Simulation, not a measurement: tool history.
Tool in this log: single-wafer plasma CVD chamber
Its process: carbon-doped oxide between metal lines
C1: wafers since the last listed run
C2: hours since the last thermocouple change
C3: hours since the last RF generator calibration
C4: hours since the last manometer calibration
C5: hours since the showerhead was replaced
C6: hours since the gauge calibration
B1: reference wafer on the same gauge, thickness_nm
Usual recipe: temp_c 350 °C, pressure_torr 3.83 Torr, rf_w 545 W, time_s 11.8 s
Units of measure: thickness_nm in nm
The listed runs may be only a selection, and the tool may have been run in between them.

run 1 hour=0 | temp_c=350 pressure_torr=3.83 rf_w=545 time_s=11.8 | C1=0 C2=582.7 C3=1205.9 C4=1458.6 C5=4796.5 C6=195.3 | B1=57.123 | thickness_nm=62.984
run 2 hour=29.9 | temp_c=350 pressure_torr=3.83 rf_w=545 time_s=11.8 | C1=752 C2=612.6 C3=1235.8 C4=1488.5 C5=4826.4 C6=225.2 | B1=57.108 | thickness_nm=63.174
run 3 hour=54.2 | temp_c=350 pressure_torr=3.83 rf_w=475 time_s=11.8 | C1=611 C2=636.9 C3=1260.1 C4=1512.8 C5=4850.7 C6=249.5 | B1=57.127 | thickness_nm=58.82
run 4 hour=111.9 | temp_c=350 pressure_torr=3.83 rf_w=475 time_s=11.8 | C1=1451 C2=694.6 C3=1317.8 C4=1570.5 C5=4908.4 C6=307.2 | B1=57.092 | thickness_nm=58.794
run 5 hour=163.6 | temp_c=340 pressure_torr=3.83 rf_w=545 time_s=11.8 | C1=1300 C2=746.3 C3=1369.5 C4=1622.2 C5=4960.1 C6=358.9 | B1=57.081 | thickness_nm=64.845
run 6 hour=210.2 | temp_c=340 pressure_torr=3.83 rf_w=545 time_s=11.8 | C1=1172 C2=792.9 C3=1416.1 C4=1668.8 C5=5006.7 C6=405.5 | B1=57.108 | thickness_nm=65.161
run 7 hour=252 | temp_c=350 pressure_torr=3.83 rf_w=545 time_s=11.8 | C1=1051 C2=834.7 C3=1457.9 C4=1710.6 C5=5048.5 C6=447.3 | B1=57.157 | thickness_nm=62.755
run 8 hour=290.9 | temp_c=350 pressure_torr=3.83 rf_w=545 time_s=11.8 | C1=978 C2=873.6 C3=1496.8 C4=1749.5 C5=5087.4 C6=486.2 | B1=57.149 | thickness_nm=62.985
-- hour=339.5 thermocouple changed; heater temperature recalibrated
run 9 hour=340 | temp_c=350 pressure_torr=3.83 rf_w=545 time_s=11.8 | C1=1034 C2=0.5 C3=1545.9 C4=1798.6 C5=5136.5 C6=535.3 | B1=57.133 | thickness_nm=63.093
-- hour=370.1 capacitance manometer re-zeroed and calibrated
run 10 hour=370.6 | temp_c=350 pressure_torr=3.83 rf_w=545 time_s=11.8 | C1=568 C2=31.1 C3=1576.5 C4=0.5 C5=5167.1 C6=565.9 | B1=57.064 | thickness_nm=62.894
run 11 hour=430.8 | temp_c=350 pressure_torr=3.83 rf_w=545 time_s=11.8 | C1=1514 C2=91.3 C3=1636.7 C4=60.7 C5=5227.3 C6=626.1 | B1=57.16 | thickness_nm=63.068
-- hour=451.8 gauge calibrated
-- hour=471.4 RF generator calibrated
run 12 hour=488 | temp_c=350 pressure_torr=3.83 rf_w=450 time_s=11.8 | C1=1237 C2=148.5 C3=16.6 C4=117.9 C5=5284.5 C6=36.2 | B1=57.112 | thickness_nm=57.283
run 13 hour=614.2 | temp_c=350 pressure_torr=4.59 rf_w=545 time_s=10.4 | C1=3175 C2=274.7 C3=142.8 C4=244.1 C5=5410.7 C6=162.4 | B1=57.085 | thickness_nm=56.419
run 14 hour=682.6 | temp_c=350 pressure_torr=3.83 rf_w=545 time_s=11.8 | C1=1720 C2=343.1 C3=211.2 C4=312.5 C5=5479.1 C6=230.8 | B1=57.06 | thickness_nm=62.944

Run 15 has not been measured yet. What should we expect?
-- hour=734.1 showerhead replaced
run 15 hour=749.6 | temp_c=336 pressure_torr=3.83 rf_w=455 time_s=11.8 | C1=1484 C2=410.1 C3=278.2 C4=379.5 C5=15.5 C6=297.8 | B1=? | thickness_nm=?

For run 15 the tool returned B1 57.1, thickness_nm 60.369 nm.
Had the tool carried no hidden state, the very same run would have given thickness_nm 60.369 nm.

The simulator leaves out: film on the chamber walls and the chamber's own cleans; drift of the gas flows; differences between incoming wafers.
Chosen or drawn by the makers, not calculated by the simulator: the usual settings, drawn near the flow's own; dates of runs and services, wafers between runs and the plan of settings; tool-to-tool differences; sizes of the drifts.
